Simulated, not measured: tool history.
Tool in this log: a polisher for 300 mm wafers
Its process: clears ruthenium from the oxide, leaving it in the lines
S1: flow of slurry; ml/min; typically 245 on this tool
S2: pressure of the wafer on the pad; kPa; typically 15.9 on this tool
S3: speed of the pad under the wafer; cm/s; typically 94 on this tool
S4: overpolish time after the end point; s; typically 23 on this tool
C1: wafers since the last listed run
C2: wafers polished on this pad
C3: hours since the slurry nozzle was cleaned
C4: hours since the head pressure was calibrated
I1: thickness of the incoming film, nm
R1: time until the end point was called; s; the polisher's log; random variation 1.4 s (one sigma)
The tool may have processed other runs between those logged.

run    hour   S1    S2   S3  S4    C1    C2     C3     C4     I1     R1
  1     0.0  245  17.9   94  23     0  2868  653.8  379.9  160.9  125.1
       16.8  -- slurry nozzle cleaned
       41.8  -- worn pad replaced by a new one
  2    86.8  245  17.9   94  23   445   245   70.0  466.7  159.7  124.2
  3   147.3  245  15.9   94  23   329   574  130.5  527.2  159.3  137.4
  4   212.0  245  15.9   94  23   352   926  195.2  591.9  156.7  136.8
  5   252.8  245  15.9   94  23   221  1148  236.0  632.7  160.2  140.2
  6   353.0  245  15.9   94  23   545  1693  336.2  732.9  161.7  143.3
      360.2  -- head pressure recalibrated
  7   439.5  245  15.9   94  23   459  2153  422.7   79.3  161.8  140.0
  8   503.8  245  15.9   94  23   349  2502  487.0  143.6  160.5  141.8
  9   587.6  245  19.3   94  33   455  2958  570.8  227.4  160.2  116.2
      618.3  -- slurry nozzle cleaned
      621.6  -- worn pad replaced by a new one
 10   648.6  245  15.9   94  23   308   146   30.3  288.4  158.6  139.4
 11   694.7  245  15.9   94  23   250   397   76.4  334.5  157.9  137.3
 12   992.0  220  15.9   94  26  1617  2015  373.7  631.8  160.4  142.7
     1074.3  -- head pressure recalibrated
 13  1088.0  245  15.9   94  23   511  2526  469.7   13.7  161.9  141.3
 14  1161.8  245  15.9   94  23   401  2928  543.5   87.5  161.0  139.8
 15  1228.1  245  15.9  114  28   360  3288  609.8  153.8  161.1  116.0
     1245.7  -- worn pad replaced by a new one
 16  1297.2  245  15.9   94  31   354   280  678.9  222.9  159.7  141.2
     1323.1  -- slurry nozzle cleaned
 17  1360.6  245  15.9   94  23   339   619   37.5  286.3  163.6  142.3
 18  1452.9  245  15.9   94  16   502  1122  129.8  378.6  160.7  141.2
 19  1513.7  300  15.9   94  23   330  1452  190.6  439.4  160.2  136.7
 20  1613.3  245  15.9   94  23   541  1994  290.2  539.0  158.5  137.4
 21  1654.4  245  15.9  106  23   223  2218  331.3  580.1  161.3  124.3
 22  1726.0  245  15.9   94  23   389  2607  402.9  651.7  158.5  136.8
 23  1773.8  245  15.9   82  23   260  2868  450.7  699.5  161.4  160.1
 24  1837.0  245  15.9  110  23   343  3211  513.9  762.7  160.3  120.0
     1885.9  -- head pressure recalibrated
 25  1922.2  280  13.8  118  23   452  3664  599.1   36.3  160.4  125.1
 26  1963.3  290  15.9  116  23   223  3888  640.2   77.4  161.0  110.9
     1965.3  -- slurry nozzle cleaned
     1968.2  -- worn pad replaced by a new one
 27  2019.1  245  15.9   94  16   282   276   53.8  133.2  160.3  141.5
 28  2092.5  245  20.0  112  13   399   676  127.2  206.6  160.1   94.7
 29  2139.5  320  20.0  112  32   255   931  174.2  253.6  159.3   90.9
 30  2193.8  245  18.6   78  36   295  1227  228.5  307.9  160.8  146.9
 31  2247.1  220  15.9   94  23   289  1517  281.8  361.2  158.6  137.0
 32  2317.4  295  17.2   62  36   382  1899  352.1  431.5  157.8  189.3
 33  2373.1  245  15.9   94  23   303  2202  407.8  487.2  160.9  143.2
 34  2411.8  180  20.7   94  18   210  2413  446.5  525.9  158.2  111.2
 35  2453.3  245  11.7  124  29   225  2639  488.0  567.4  160.0  138.8

5 ways to go on from here, each from the tool as it stands after run 35. What would each give?
  A  2453.8  245  15.9   70  23   2  2641  488.5  567.9  157.5   ?
  B  2453.8  290  11.0   72  18   2  2641  488.5  567.9  157.5   ?
  C  2453.8  245  15.9  104  15   2  2641  488.5  567.9  157.5   ?
  D  2453.8  245  20.7   94  23   2  2641  488.5  567.9  157.5   ?
  E  2453.8  170  14.5   94  17   2  2641  488.5  567.9  157.5   ?

run     R1
  A  187.4
  B  250.7
  C  126.2
  D  108.6
  E  158.6
Without the tool's hidden state the same runs would have given:
run     R1
  A  187.4
  B  250.7
  C  126.2
  D  108.6
  E  158.6
